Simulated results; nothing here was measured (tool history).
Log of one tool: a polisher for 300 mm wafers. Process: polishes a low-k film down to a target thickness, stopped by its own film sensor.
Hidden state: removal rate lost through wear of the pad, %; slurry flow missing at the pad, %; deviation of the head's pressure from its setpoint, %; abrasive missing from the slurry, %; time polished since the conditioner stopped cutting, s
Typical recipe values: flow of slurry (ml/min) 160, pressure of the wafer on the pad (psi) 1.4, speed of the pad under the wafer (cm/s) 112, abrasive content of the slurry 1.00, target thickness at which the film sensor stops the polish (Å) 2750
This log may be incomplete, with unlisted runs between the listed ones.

run   hour  flow of slurry (ml/min)  pressure of the wafer on the pad (psi)  speed of the pad under the wafer (cm/s)  abrasive content of the slurry  target thickness at which the film sensor stops the polish (Å)  wafers since the last listed run  wafers polished on this pad  hours since the slurry nozzle was cleaned  hours since the head pressure was calibrated  hours since the slurry blender was calibrated  hours since the conditioning disc was replaced  incoming thickness of the incoming film, nm  time until the film sensor stopped the polish (s)
  1    0.0                      160                                     1.4                                      112                            1.00                                                            2750                                 0                         1075                                      217.0                                         788.2                                          246.0                                            69.3                                        294.8                                               70.9
      10.7  -- slurry blender recalibrated
  2   23.0                      160                                     1.4                                      112                            1.00                                                            2750                               218                         1294                                      240.0                                         811.2                                           12.3                                            92.3                                        297.9                                               86.4
      24.3  -- slurry nozzle cleaned
      43.6  -- worn pad replaced by a new one
  3   46.1                      185                                     1.1                                      112                            1.00                                                            2750                               188                           26                                       21.8                                         834.3                                           35.4                                           115.4                                        303.1                                              114.7
  4   77.4                      160                                     1.4                                      112                            1.00                                                            2690                               326                          352                                       53.1                                         865.6                                           66.7                                           146.7                                        302.2                                              118.1
  5   89.7                      160                                     1.4                                      112                            1.00                                                            2690                               128                          480                                       65.4                                         877.9                                           79.0                                           159.0                                        299.8                                              109.2
     100.9  -- conditioning disc replaced and pad reconditioned
  6  117.6                      160                                     1.4                                      112                            1.00                                                            2690                               270                          750                                       93.3                                         905.8                                          106.9                                            16.7                                        294.9                                               91.9
  7  147.6                      160                                     1.4                                      112                            1.00                                                            2750                               312                         1063                                      123.3                                         935.8                                          136.9                                            46.7                                        304.3                                              107.3
     179.5  -- worn pad replaced by a new one
  8  217.1                      160                                     1.4                                      112                            1.00                                                            2750                               683                          392                                      192.8                                        1005.3                                          206.4                                           116.2                                        300.1                                              102.1
     248.3  -- conditioning disc replaced and pad reconditioned
     282.2  -- slurry nozzle cleaned
  9  292.8                      160                                     1.4                                      112                            1.00                                                            2750                               758                         1150                                       10.6                                        1081.0                                          282.1                                            44.5                                        299.4                                              104.2
     306.0  -- slurry blender recalibrated
     308.8  -- worn pad replaced by a new one, repeated, since the last time left the tool worse
 10  309.3                      160                                     1.4                                      112                            1.00                                                            2750                               121                            4                                       27.1                                        1097.5                                            3.3                                            61.0                                        299.2                                               85.7
 11  331.5                      160                                     1.4                                      112                            1.00                                                            2750                               231                          236                                       49.3                                        1119.7                                           25.5                                            83.2                                        296.8                                               78.6
 12  351.3                      160                                     1.4                                      112                            1.00                                                            2750                               206                          442                                       69.1                                        1139.5                                           45.3                                           103.0                                        300.4                                               91.7
 13  364.9                      205                                     1.4                                      112                            1.25                                                            2750                               141                          584                                       82.7                                        1153.1                                           58.9                                           116.6                                        302.5                                               86.4
     380.6  -- conditioning disc replaced and pad reconditioned
 14  381.2                      160                                     1.4                                      112                            1.00                                                            2750                               149                          733                                       99.0                                        1169.4                                           75.2                                             0.6                                        300.3                                               88.5
 15  394.7                      195                                     1.4                                      132                            1.00                                                            2720                               140                          874                                      112.5                                        1182.9                                           88.7                                            14.1                                        300.4                                               89.1
 16  407.6                      140                                     1.0                                      112                            1.20                                                            2830                               134                         1008                                      125.4                                        1195.8                                          101.6                                            27.0                                        304.2                                               86.7
 17  423.7                      160                                     1.2                                      140                            0.70                                                            2780                               167                         1176                                      141.5                                        1211.9                                          117.7                                            43.1                                        304.3                                              106.5
     442.6  -- worn pad replaced by a new one
 18  457.2                      105                                     1.4                                      150                            0.75                                                            2750                               307                          152                                      175.0                                        1245.4                                          151.2                                            76.6                                        299.7                                               79.2
     474.7  -- head pressure recalibrated
 19  490.9                      160                                     1.8                                      112                            1.00                                                            2750                               330                          483                                      208.7                                          16.2                                          184.9                                           110.3                                        296.4                                               62.5
 20  517.5                      200                                     1.0                                      112                            1.30                                                            2820                               277                          760                                      235.3                                          42.8                                          211.5                                           136.9                                        305.5                                               91.5
     523.6  -- conditioning disc replaced and pad reconditioned
 21  540.4                      115                                     1.8                                      112                            1.15                                                            2710                               217                          978                                      258.2                                          65.7                                          234.4                                            16.8                                        299.0                                               85.1
     551.1  -- slurry nozzle cleaned
     559.0  -- worn pad replaced by a new one
 22  572.5                      160                                     1.4                                       80                            1.00                                                            2750                               282                          140                                       21.4                                          97.8                                          266.5                                            48.9                                        300.3                                              118.6
 23  587.8                      160                                     1.4                                      112                            1.00                                                            2750                               159                          300                                       36.7                                         113.1                                          281.8                                            64.2                                        297.0                                               75.3
     596.6  -- slurry blender recalibrated
 24  616.6                      185                                     0.9                                      112                            1.00                                                            2750                               279                          579                                       65.5                                         141.9                                           20.0                                            93.0                                        298.9                                              107.1
 25  634.9                      160                                     1.4                                      112                            1.00                                                            2820                               190                          770                                       83.8                                         160.2                                           38.3                                           111.3                                        305.3                                               84.4
 26  651.1                      200                                     1.4                                      142                            1.00                                                            2780                               168                          939                                      100.0                                         176.4                                           54.5                                           127.5                                        301.4                                               67.3

3 options for the next run, each taken on its own from the tool as it stands now. Forecast them:
  A  651.5                      160                                     1.4                                      112                            1.00                                                            2680                                 4                          943                                      100.4                                         176.8                                           54.9                                           127.9                                        294.9                                                  ?
  B  651.5                      160                                     0.9                                      100                            1.20                                                            2720                                 4                          943                                      100.4                                         176.8                                           54.9                                           127.9                                        294.9                                                  ?
  C  651.5                      160                                     1.8                                      112                            1.00                                                            2680                                 4                          943                                      100.4                                         176.8                                           54.9                                           127.9                                        294.9                                                  ?

run  time until the film sensor stopped the polish (s)
  A                                               95.2
  B                                              105.1
  C                                               81.3
Stripped of hidden state, with their random variation kept, the same runs would have yielded:
run  time until the film sensor stopped the polish (s)
  A                                               91.5
  B                                              101.0
  C                                               78.1

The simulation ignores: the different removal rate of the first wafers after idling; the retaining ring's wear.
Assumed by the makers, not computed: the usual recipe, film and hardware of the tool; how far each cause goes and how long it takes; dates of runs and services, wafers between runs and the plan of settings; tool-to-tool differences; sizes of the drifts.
